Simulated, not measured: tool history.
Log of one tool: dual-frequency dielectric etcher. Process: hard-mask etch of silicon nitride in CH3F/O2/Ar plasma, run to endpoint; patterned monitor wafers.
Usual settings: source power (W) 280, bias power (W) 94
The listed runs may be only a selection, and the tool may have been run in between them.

run	day	source power (W)	bias power (W)	incoming incoming film thickness, nm	endpoint time (s)
1	0.000	240	104	27.38	41.4
# day 1.521: wet clean of the chamber
2	2.029	280	94	27.59	41.8
3	5.283	280	94	27.57	41.9
4	8.038	280	89	27.58	42.1
5	10.479	280	89	27.78	42.9
6	12.308	280	94	27.40	41.5
# day 21.329: wet clean of the chamber
7	24.308	280	94	27.92	42.4
8	28.042	280	94	27.70	41.9
9	30.492	280	94	27.70	41.7
# day 30.946: source power generator calibrated
# day 32.004: bias power generator calibrated
10	34.429	280	94	27.89	41.8
11	37.467	280	94	27.82	41.5
# day 40.367: upper electrode replaced
12	40.625	280	94	27.56	41.2
# day 41.708: wet clean of the chamber
13	50.812	280	94	27.90	42.2
14	53.000	350	75	27.71	42.3
15	54.583	220	114	27.71	41.6
16	56.958	280	94	27.20	41.0
17	59.438	250	94	27.40	42.7
# day 61.450: wet clean of the chamber
18	61.904	340	113	27.65	37.0
19	64.350	280	94	27.52	41.5
20	66.367	250	78	27.73	46.1
21	69.783	250	71	27.71	47.7
22	72.675	230	116	27.54	40.6
23	75.333	280	94	27.86	42.2
24	78.192	280	94	27.30	41.0
# day 79.683: wet clean of the chamber
25	80.712	280	94	27.60	41.6
26	84.275	210	111	27.64	42.8
27	88.392	280	72	27.43	45.2

Forecast each of these 4 alternatives for the next run:
A	88.408	280	94	27.42	?
B	88.408	280	102	27.42	?
C	88.408	340	87	27.42	?
D	88.408	320	115	27.42	?

run	endpoint time (s)
A	41.6
B	40.4
C	40.6
D	37.4
Without the tool's hidden state the same runs would have given:
run	endpoint time (s)
A	40.9
B	39.7
C	39.9
D	36.7

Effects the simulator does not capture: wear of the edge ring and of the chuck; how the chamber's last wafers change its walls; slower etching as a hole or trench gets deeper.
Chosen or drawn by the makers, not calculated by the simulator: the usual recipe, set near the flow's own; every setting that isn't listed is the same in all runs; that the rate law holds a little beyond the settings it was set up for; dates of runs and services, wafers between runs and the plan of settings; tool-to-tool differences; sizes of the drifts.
